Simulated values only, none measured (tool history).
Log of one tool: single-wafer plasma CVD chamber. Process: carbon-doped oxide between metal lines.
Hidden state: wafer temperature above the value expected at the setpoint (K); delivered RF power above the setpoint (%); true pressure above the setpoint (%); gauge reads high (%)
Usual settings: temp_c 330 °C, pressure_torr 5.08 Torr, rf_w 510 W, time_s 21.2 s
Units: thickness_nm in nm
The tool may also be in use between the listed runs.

| run | hour | temp_c | pressure_torr | rf_w | time_s | wafers since the last listed run | hours since the last thermocouple change | hours since the last RF generator calibration | hours since the last manometer calibration | hours since the showerhead was replaced | hours since the gauge calibration | read-back reference wafer on the same gauge, thickness_nm | thickness_nm |
|---|---|---|---|---|---|---|---|---|---|---|---|---|---|
| 1 | 0.0 | 330 | 5.08 | 510 | 20.0 | 0 | 1524.8 | 1297.5 | 1983.6 | 5280.9 | 241.3 | 121.990 | 107.327 |
| 2 | 12.7 | 326 | 5.08 | 510 | 21.2 | 417 | 1537.5 | 1310.2 | 1996.3 | 5293.6 | 254.0 | 121.949 | 114.946 |
| 3 | 26.8 | 330 | 5.08 | 510 | 21.2 | 463 | 1551.6 | 1324.3 | 2010.4 | 5307.7 | 268.1 | 122.071 | 113.977 |
| 4 | 52.6 | 330 | 5.08 | 510 | 21.2 | 848 | 1577.4 | 1350.1 | 2036.2 | 5333.5 | 293.9 | 121.970 | 113.917 |
| 5 | 67.2 | 330 | 5.08 | 510 | 21.2 | 480 | 1592.0 | 1364.7 | 2050.8 | 5348.1 | 308.5 | 122.033 | 113.434 |
| 6 | 77.8 | 330 | 5.08 | 510 | 21.2 | 348 | 1602.6 | 1375.3 | 2061.4 | 5358.7 | 319.1 | 122.042 | 113.696 |
| 7 | 94.3 | 330 | 5.08 | 510 | 21.2 | 542 | 1619.1 | 1391.8 | 2077.9 | 5375.2 | 335.6 | 121.933 | 113.487 |
|  | 102.7 | RF generator calibrated |
| 8 | 109.4 | 330 | 5.08 | 510 | 21.2 | 233 | 1634.2 | 6.7 | 2093.0 | 5390.3 | 350.7 | 122.006 | 113.464 |
|  | 120.2 | thermocouple changed; heater temperature recalibrated |
| 9 | 120.7 | 330 | 5.08 | 510 | 21.2 | 108 | 0.5 | 18.0 | 2104.3 | 5401.6 | 362.0 | 121.956 | 113.503 |
| 10 | 128.7 | 340 | 5.08 | 475 | 21.2 | 263 | 8.5 | 26.0 | 2112.3 | 5409.6 | 370.0 | 121.987 | 105.585 |
| 11 | 134.8 | 340 | 5.08 | 475 | 21.2 | 200 | 14.6 | 32.1 | 2118.4 | 5415.7 | 376.1 | 122.000 | 106.075 |
| 12 | 144.2 | 340 | 5.08 | 475 | 21.2 | 309 | 24.0 | 41.5 | 2127.8 | 5425.1 | 385.5 | 121.954 | 105.636 |
| 13 | 155.4 | 330 | 5.73 | 510 | 21.2 | 368 | 35.2 | 52.7 | 2139.0 | 5436.3 | 396.7 | 121.958 | 114.930 |
| 14 | 165.8 | 337 | 4.05 | 510 | 21.2 | 342 | 45.6 | 63.1 | 2149.4 | 5446.7 | 407.1 | 121.883 | 108.312 |
|  | 185.7 | capacitance manometer re-zeroed and calibrated |
| 15 | 186.2 | 330 | 4.06 | 605 | 18.8 | 408 | 66.0 | 83.5 | 0.5 | 5467.1 | 427.5 | 122.006 | 108.755 |
| 16 | 190.8 | 330 | 5.08 | 510 | 21.2 | 151 | 70.6 | 88.1 | 5.1 | 5471.7 | 432.1 | 122.026 | 114.355 |
|  | 202.2 | gauge calibrated |
| 17 | 203.9 | 330 | 3.86 | 510 | 21.2 | 431 | 83.7 | 101.2 | 18.2 | 5484.8 | 1.7 | 121.941 | 110.819 |
| 18 | 217.1 | 330 | 5.73 | 510 | 21.2 | 434 | 96.9 | 114.4 | 31.4 | 5498.0 | 14.9 | 121.977 | 115.138 |
| 19 | 230.3 | 339 | 5.69 | 570 | 20.1 | 434 | 110.1 | 127.6 | 44.6 | 5511.2 | 28.1 | 121.922 | 114.028 |
| 20 | 237.9 | 324 | 5.86 | 460 | 18.8 | 250 | 117.7 | 135.2 | 52.2 | 5518.8 | 35.7 | 122.003 | 98.166 |
|  | 252.0 | showerhead replaced |
| 21 | 252.5 | 330 | 4.30 | 510 | 21.2 | 217 | 132.3 | 149.8 | 66.8 | 0.5 | 50.3 | 122.107 | 111.365 |
| 22 | 262.4 | 336 | 5.08 | 475 | 23.1 | 325 | 142.2 | 159.7 | 76.7 | 10.4 | 60.2 | 121.920 | 116.659 |
| 23 | 273.5 | 330 | 5.70 | 510 | 17.8 | 365 | 153.3 | 170.8 | 87.8 | 21.5 | 71.3 | 121.916 | 96.655 |
| 24 | 281.1 | 341 | 5.46 | 595 | 25.1 | 250 | 160.9 | 178.4 | 95.4 | 29.1 | 78.9 | 121.984 | 142.670 |
| 25 | 287.2 | 330 | 5.08 | 470 | 21.2 | 200 | 167.0 | 184.5 | 101.5 | 35.2 | 85.0 | 122.055 | 108.603 |
| 26 | 301.3 | 334 | 5.08 | 560 | 22.7 | 463 | 181.1 | 198.6 | 115.6 | 49.3 | 99.1 | 121.916 | 127.663 |
| 27 | 315.0 | 330 | 5.08 | 510 | 24.0 | 450 | 194.8 | 212.3 | 129.3 | 63.0 | 112.8 | 121.939 | 128.759 |
| 28 | 328.9 | 330 | 5.08 | 510 | 20.0 | 457 | 208.7 | 226.2 | 143.2 | 76.9 | 126.7 | 122.045 | 106.920 |

Forecast each of these 5 alternatives for the next run:
| A | 329.3 | 320 | 5.08 | 510 | 21.2 | 13 | 209.1 | 226.6 | 143.6 | 77.3 | 127.1 | ? | ? |
| B | 329.3 | 330 | 6.35 | 460 | 21.2 | 13 | 209.1 | 226.6 | 143.6 | 77.3 | 127.1 | ? | ? |
| C | 329.3 | 330 | 6.15 | 510 | 21.2 | 13 | 209.1 | 226.6 | 143.6 | 77.3 | 127.1 | ? | ? |
| D | 329.3 | 330 | 5.82 | 425 | 17.4 | 13 | 209.1 | 226.6 | 143.6 | 77.3 | 127.1 | ? | ? |
| E | 329.3 | 335 | 4.70 | 460 | 17.9 | 13 | 209.1 | 226.6 | 143.6 | 77.3 | 127.1 | ? | ? |

| run | read-back reference wafer on the same gauge, thickness_nm | thickness_nm |
|---|---|---|
| A | 122.106 | 117.350 |
| B | 122.106 | 109.045 |
| C | 122.106 | 115.618 |
| D | 122.106 | 84.552 |
| E | 122.106 | 88.070 |
Without the tool's hidden state the same runs would have given:
| run | thickness_nm |
|---|---|
| A | 117.350 |
| B | 109.045 |
| C | 115.618 |
| D | 84.552 |
| E | 88.070 |
